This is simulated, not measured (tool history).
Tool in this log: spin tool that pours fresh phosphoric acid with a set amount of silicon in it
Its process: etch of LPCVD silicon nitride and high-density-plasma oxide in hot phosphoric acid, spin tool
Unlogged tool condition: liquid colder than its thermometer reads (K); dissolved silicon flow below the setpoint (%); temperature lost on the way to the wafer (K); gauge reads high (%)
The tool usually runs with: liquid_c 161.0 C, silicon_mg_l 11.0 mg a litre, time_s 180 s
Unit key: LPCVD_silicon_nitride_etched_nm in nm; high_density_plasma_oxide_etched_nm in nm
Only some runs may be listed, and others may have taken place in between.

run	hour	liquid_c	silicon_mg_l	time_s	wafers since the last listed run	hours since the thermometer was replaced	hours since the dissolved silicon flow meter was replaced	hours since the heated supply line was repaired	hours since the gauge calibration	read-back film thickness of the LPCVD silicon nitride reference wafer, read on the same gauge (nm)	read-back film thickness of the high-density-plasma oxide reference wafer, read on the same gauge (nm)	LPCVD_silicon_nitride_etched_nm	high_density_plasma_oxide_etched_nm
1	0.0	161.0	11.0	180	0	1031.9	1395.9	4138.4	147.1	149.96	150.030	12.22	0.602
2	31.1	163.0	11.0	180	242	1063.0	1427.0	4169.5	178.2	150.02	149.979	13.03	0.729
3	69.2	161.0	11.0	180	297	1101.1	1465.1	4207.6	216.3	150.02	150.031	12.20	0.612
# hour 98.0: heated supply line repaired
4	114.9	161.0	7.5	100	348	1146.8	1510.8	16.9	262.0	149.97	150.002	7.60	0.455
5	235.9	161.0	11.0	210	943	1267.8	1631.8	137.9	383.0	149.99	149.997	16.02	0.862
6	282.7	161.0	11.0	180	364	1314.6	1678.6	184.7	429.8	149.99	150.011	13.67	0.766
7	322.0	160.0	11.0	180	306	1353.9	1717.9	224.0	469.1	149.97	150.024	13.18	0.722
8	378.1	161.0	11.0	180	437	1410.0	1774.0	280.1	525.2	150.03	149.976	13.65	0.809
# hour 395.7: thermometer replaced
9	420.0	160.0	7.5	265	318	24.3	1815.9	322.0	567.1	149.99	150.032	19.44	1.119
10	487.0	159.5	7.0	220	522	91.3	1882.9	389.0	634.1	150.02	149.999	16.06	0.915
11	552.9	161.0	11.0	235	513	157.2	1948.8	454.9	700.0	150.01	149.984	17.69	1.012
# hour 565.7: dissolved silicon flow meter replaced
12	599.2	161.0	4.5	180	353	203.5	33.5	501.2	746.3	150.00	150.005	13.53	0.855
13	665.5	161.0	11.0	180	516	269.8	99.8	567.5	812.6	150.00	150.017	13.64	0.780
14	721.4	161.0	18.0	90	435	325.7	155.7	623.4	868.5	150.02	150.006	6.74	0.301
15	746.2	161.0	11.0	180	193	350.5	180.5	648.2	893.3	150.00	150.027	13.51	0.754
16	803.8	161.0	11.0	180	449	408.1	238.1	705.8	950.9	150.00	149.950	13.48	0.736
17	838.7	159.0	11.0	180	272	443.0	273.0	740.7	985.8	149.99	149.993	12.53	0.672
18	868.6	161.0	17.5	215	233	472.9	302.9	770.6	1015.7	150.02	150.054	16.10	0.742
19	913.4	162.5	11.0	180	349	517.7	347.7	815.4	1060.5	150.04	150.057	14.11	0.835
20	979.5	162.0	7.0	275	515	583.8	413.8	881.5	1126.6	150.01	150.005	21.22	1.360
21	1048.6	161.0	5.0	145	538	652.9	482.9	950.6	1195.7	150.00	150.007	10.74	0.667
22	1077.0	158.5	18.5	270	221	681.3	511.3	979.0	1224.1	150.04	149.978	18.25	0.739

Below are 3 alternative next runs, each starting from the tool's condition after run 22. Predict each:
A	1077.5	161.0	11.0	240	3	681.8	511.8	979.5	1224.6	?	?	?	?
B	1077.5	163.0	4.0	180	3	681.8	511.8	979.5	1224.6	?	?	?	?
C	1077.5	161.0	19.5	240	3	681.8	511.8	979.5	1224.6	?	?	?	?

run	read-back film thickness of the LPCVD silicon nitride reference wafer, read on the same gauge (nm)	read-back film thickness of the high-density-plasma oxide reference wafer, read on the same gauge (nm)	LPCVD_silicon_nitride_etched_nm	high_density_plasma_oxide_etched_nm
A	150.03	150.000	17.76	0.960
B	150.03	150.000	14.25	0.968
C	150.03	150.000	17.76	0.775
Had the tool no hidden state, the same runs would have come out as:
run	LPCVD_silicon_nitride_etched_nm	high_density_plasma_oxide_etched_nm
A	18.88	1.098
B	15.13	1.106
C	18.88	0.886

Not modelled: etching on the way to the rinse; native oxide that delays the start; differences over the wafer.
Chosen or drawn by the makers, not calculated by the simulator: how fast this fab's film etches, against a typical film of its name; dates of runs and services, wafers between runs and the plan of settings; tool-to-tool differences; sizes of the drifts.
